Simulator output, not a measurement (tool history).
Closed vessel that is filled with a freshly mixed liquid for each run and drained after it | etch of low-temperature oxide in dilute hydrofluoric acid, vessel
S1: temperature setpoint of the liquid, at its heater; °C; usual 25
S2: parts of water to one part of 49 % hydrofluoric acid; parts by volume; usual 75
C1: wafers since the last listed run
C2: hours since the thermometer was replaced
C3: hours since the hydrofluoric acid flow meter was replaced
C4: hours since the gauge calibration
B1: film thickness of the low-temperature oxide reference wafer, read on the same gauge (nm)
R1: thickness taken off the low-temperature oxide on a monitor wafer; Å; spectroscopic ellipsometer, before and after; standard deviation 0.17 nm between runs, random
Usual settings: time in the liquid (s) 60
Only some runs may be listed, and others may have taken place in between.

{"run": 1, "hour": 0.0, "S1": 25, "S2": 75, "time in the liquid (s)": 45, "C1": 0, "C2": 1036.9, "C3": 932.3, "C4": 340.7, "B1": 90.01, "R1": 175.8}
{"run": 2, "hour": 44.4, "S1": 25, "S2": 75, "time in the liquid (s)": 45, "C1": 5488, "C2": 1081.3, "C3": 976.7, "C4": 385.1, "B1": 89.99, "R1": 177.1}
{"run": 3, "hour": 84.9, "S1": 28.5, "S2": 75, "time in the liquid (s)": 60, "C1": 5006, "C2": 1121.8, "C3": 1017.2, "C4": 425.6, "B1": 90, "R1": 269.8}
{"run": 4, "hour": 135.6, "S1": 25, "S2": 100, "time in the liquid (s)": 85, "C1": 6267, "C2": 1172.5, "C3": 1067.9, "C4": 476.3, "B1": 90, "R1": 244.2}
{"run": 5, "hour": 175.7, "S1": 25, "S2": 75, "time in the liquid (s)": 60, "C1": 4956, "C2": 1212.6, "C3": 1108, "C4": 516.4, "B1": 89.99, "R1": 235.2}
{"run": 6, "hour": 231.1, "S1": 25, "S2": 75, "time in the liquid (s)": 60, "C1": 6847, "C2": 1268, "C3": 1163.4, "C4": 571.8, "B1": 89.97, "R1": 240.7}
{"run": 7, "hour": 295.7, "S1": 25, "S2": 75, "time in the liquid (s)": 35, "C1": 7985, "C2": 1332.6, "C3": 1228, "C4": 636.4, "B1": 89.98, "R1": 140.6}
{"run": 8, "hour": 356.9, "S1": 25, "S2": 75, "time in the liquid (s)": 35, "C1": 7564, "C2": 1393.8, "C3": 1289.2, "C4": 697.6, "B1": 89.98, "R1": 140.8}
{"run": 9, "hour": 423.6, "S1": 25, "S2": 105, "time in the liquid (s)": 60, "C1": 8244, "C2": 1460.5, "C3": 1355.9, "C4": 764.3, "B1": 90.01, "R1": 166.7}
{"run": 10, "hour": 473.5, "S1": 25, "S2": 105, "time in the liquid (s)": 60, "C1": 6168, "C2": 1510.4, "C3": 1405.8, "C4": 814.2, "B1": 89.99, "R1": 166.8}
{"run": 11, "hour": 539.2, "S1": 25, "S2": 105, "time in the liquid (s)": 60, "C1": 8121, "C2": 1576.1, "C3": 1471.5, "C4": 879.9, "B1": 89.99, "R1": 169.4}
{"hour": 571.7, "done": "thermometer replaced"}
{"run": 12, "hour": 610.7, "S1": 25, "S2": 75, "time in the liquid (s)": 60, "C1": 8714, "C2": 39, "C3": 1543, "C4": 951.4, "B1": 90.01, "R1": 230.4}

Predict the results of run 13:
{"run": 13, "hour": 654.0, "S1": 27, "S2": 95, "time in the liquid (s)": 75, "C1": 5352, "C2": 82.3, "C3": 1586.3, "C4": 994.7, "B1": "?", "R1": "?"}

{"run 13": {"B1": 90.02, "R1": 244.5}}
Minus the tool's unlogged condition, the same run would have read R1 219.5 Å.
